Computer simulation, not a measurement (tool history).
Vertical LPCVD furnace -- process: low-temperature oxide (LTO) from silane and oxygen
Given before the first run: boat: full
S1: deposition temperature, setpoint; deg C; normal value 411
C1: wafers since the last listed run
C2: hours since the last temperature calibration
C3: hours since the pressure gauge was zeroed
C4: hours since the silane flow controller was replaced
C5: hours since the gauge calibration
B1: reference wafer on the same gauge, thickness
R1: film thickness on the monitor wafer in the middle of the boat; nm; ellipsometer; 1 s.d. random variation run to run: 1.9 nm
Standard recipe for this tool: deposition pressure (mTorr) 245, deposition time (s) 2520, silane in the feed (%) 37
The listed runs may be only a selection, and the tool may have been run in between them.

{"run": 1, "hour": 0.0, "S1": 420, "deposition pressure (mTorr)": 245, "deposition time (s)": 2520, "silane in the feed (%)": 37, "C1": 0, "C2": 2704.9, "C3": 3949.2, "C4": 3942.8, "C5": 1012.0, "B1": 466.45, "R1": 498.86}
{"run": 2, "hour": 106.2, "S1": 420, "deposition pressure (mTorr)": 245, "deposition time (s)": 2520, "silane in the feed (%)": 37, "C1": 2140, "C2": 2811.1, "C3": 4055.4, "C4": 4049.0, "C5": 1118.2, "B1": 466.56, "R1": 494.94}
{"run": 3, "hour": 157.4, "S1": 411, "deposition pressure (mTorr)": 245, "deposition time (s)": 2910, "silane in the feed (%)": 37, "C1": 1032, "C2": 2862.3, "C3": 4106.6, "C4": 4100.2, "C5": 1169.4, "B1": 465.5, "R1": 520.07}
{"run": 4, "hour": 231.1, "S1": 411, "deposition pressure (mTorr)": 245, "deposition time (s)": 2910, "silane in the feed (%)": 37, "C1": 1485, "C2": 2936.0, "C3": 4180.3, "C4": 4173.9, "C5": 1243.1, "B1": 465.51, "R1": 522.31}
{"run": 5, "hour": 349.4, "S1": 411, "deposition pressure (mTorr)": 245, "deposition time (s)": 2520, "silane in the feed (%)": 37, "C1": 2384, "C2": 3054.3, "C3": 4298.6, "C4": 4292.2, "C5": 1361.4, "B1": 466.46, "R1": 454.14}
{"run": 6, "hour": 408.6, "S1": 411, "deposition pressure (mTorr)": 245, "deposition time (s)": 2520, "silane in the feed (%)": 37, "C1": 1193, "C2": 3113.5, "C3": 4357.8, "C4": 4351.4, "C5": 1420.6, "B1": 466.32, "R1": 451.42}
{"run": 7, "hour": 481.0, "S1": 411, "deposition pressure (mTorr)": 245, "deposition time (s)": 2880, "silane in the feed (%)": 43, "C1": 1459, "C2": 3185.9, "C3": 4430.2, "C4": 4423.8, "C5": 1493.0, "B1": 465.84, "R1": 611.55}
{"run": 8, "hour": 542.6, "S1": 411, "deposition pressure (mTorr)": 245, "deposition time (s)": 2880, "silane in the feed (%)": 43, "C1": 1241, "C2": 3247.5, "C3": 4491.8, "C4": 4485.4, "C5": 1554.6, "B1": 465.34, "R1": 617.57}
{"run": 9, "hour": 640.2, "S1": 411, "deposition pressure (mTorr)": 245, "deposition time (s)": 2880, "silane in the feed (%)": 43, "C1": 1967, "C2": 3345.1, "C3": 4589.4, "C4": 4583.0, "C5": 1652.2, "B1": 466.02, "R1": 616.54}
{"run": 10, "hour": 694.6, "S1": 419, "deposition pressure (mTorr)": 275, "deposition time (s)": 2220, "silane in the feed (%)": 32, "C1": 1096, "C2": 3399.5, "C3": 4643.8, "C4": 4637.4, "C5": 1706.6, "B1": 465.72, "R1": 403.83}
{"run": 11, "hour": 769.6, "S1": 411, "deposition pressure (mTorr)": 280, "deposition time (s)": 2520, "silane in the feed (%)": 37, "C1": 1511, "C2": 3474.5, "C3": 4718.8, "C4": 4712.4, "C5": 1781.6, "B1": 466.39, "R1": 513.07}
{"hour": 831.6, "done": "pressure gauge zeroed"}
{"run": 12, "hour": 874.7, "S1": 411, "deposition pressure (mTorr)": 245, "deposition time (s)": 3030, "silane in the feed (%)": 31, "C1": 1634, "C2": 3579.6, "C3": 43.1, "C4": 4817.5, "C5": 1886.7, "B1": 465.77, "R1": 412.86}
{"run": 13, "hour": 973.0, "S1": 421, "deposition pressure (mTorr)": 285, "deposition time (s)": 2520, "silane in the feed (%)": 30, "C1": 1981, "C2": 3677.9, "C3": 141.4, "C4": 4915.8, "C5": 1985.0, "B1": 466.74, "R1": 422.97}
{"run": 14, "hour": 1030.0, "S1": 407, "deposition pressure (mTorr)": 245, "deposition time (s)": 2100, "silane in the feed (%)": 31, "C1": 1148, "C2": 3734.9, "C3": 198.4, "C4": 4972.8, "C5": 2042.0, "B1": 465.99, "R1": 274.45}
{"hour": 1058.2, "done": "silane flow controller replaced"}
{"run": 15, "hour": 1069.0, "S1": 411, "deposition pressure (mTorr)": 245, "deposition time (s)": 3300, "silane in the feed (%)": 37, "C1": 302, "C2": 3773.9, "C3": 237.4, "C4": 10.8, "C5": 2081.0, "B1": 466.0, "R1": 567.99}
{"run": 16, "hour": 1132.0, "S1": 405, "deposition pressure (mTorr)": 260, "deposition time (s)": 2520, "silane in the feed (%)": 30, "C1": 1269, "C2": 3836.9, "C3": 300.4, "C4": 73.8, "C5": 2144.0, "B1": 466.49, "R1": 322.83}
{"hour": 1168.8, "done": "thermocouples replaced and temperature profile calibrated"}
{"run": 17, "hour": 1194.2, "S1": 411, "deposition pressure (mTorr)": 245, "deposition time (s)": 2520, "silane in the feed (%)": 39, "C1": 769, "C2": 25.4, "C3": 362.6, "C4": 136.0, "C5": 2206.2, "B1": 465.55, "R1": 462.37}
{"hour": 1205.9, "done": "gauge calibrated"}
{"run": 18, "hour": 1291.3, "S1": 411, "deposition pressure (mTorr)": 245, "deposition time (s)": 2100, "silane in the feed (%)": 37, "C1": 1957, "C2": 122.5, "C3": 459.7, "C4": 233.1, "C5": 85.4, "B1": 465.66, "R1": 359.31}
{"run": 19, "hour": 1472.8, "S1": 411, "deposition pressure (mTorr)": 245, "deposition time (s)": 2520, "silane in the feed (%)": 37, "C1": 3658, "C2": 304.0, "C3": 641.2, "C4": 414.6, "C5": 266.9, "B1": 465.96, "R1": 436.44}
{"run": 20, "hour": 1521.5, "S1": 411, "deposition pressure (mTorr)": 230, "deposition time (s)": 3120, "silane in the feed (%)": 31, "C1": 981, "C2": 352.7, "C3": 689.9, "C4": 463.3, "C5": 315.6, "B1": 467.01, "R1": 398.35}
{"run": 21, "hour": 1618.3, "S1": 401, "deposition pressure (mTorr)": 185, "deposition time (s)": 2520, "silane in the feed (%)": 37, "C1": 1951, "C2": 449.5, "C3": 786.7, "C4": 560.1, "C5": 412.4, "B1": 466.02, "R1": 295.79}
{"run": 22, "hour": 1671.3, "S1": 411, "deposition pressure (mTorr)": 245, "deposition time (s)": 2520, "silane in the feed (%)": 40, "C1": 1068, "C2": 502.5, "C3": 839.7, "C4": 613.1, "C5": 465.4, "B1": 466.53, "R1": 478.72}
{"run": 23, "hour": 1748.1, "S1": 411, "deposition pressure (mTorr)": 245, "deposition time (s)": 2520, "silane in the feed (%)": 37, "C1": 1548, "C2": 579.3, "C3": 916.5, "C4": 689.9, "C5": 542.2, "B1": 465.99, "R1": 435.83}
{"run": 24, "hour": 1787.9, "S1": 411, "deposition pressure (mTorr)": 245, "deposition time (s)": 2520, "silane in the feed (%)": 37, "C1": 802, "C2": 619.1, "C3": 956.3, "C4": 729.7, "C5": 582.0, "B1": 466.84, "R1": 438.16}

Run 25 comes next. What will it give?
{"run": 25, "hour": 1859.1, "S1": 415, "deposition pressure (mTorr)": 245, "deposition time (s)": 3030, "silane in the feed (%)": 37, "C1": 1435, "C2": 690.3, "C3": 1027.5, "C4": 800.9, "C5": 653.2, "B1": "?", "R1": "?"}

B1: 466.22
R1: 553.89 nm
Take away the tool's hidden state, keep the run-to-run variation as it was, and the same run would have given R1 545.71 nm.

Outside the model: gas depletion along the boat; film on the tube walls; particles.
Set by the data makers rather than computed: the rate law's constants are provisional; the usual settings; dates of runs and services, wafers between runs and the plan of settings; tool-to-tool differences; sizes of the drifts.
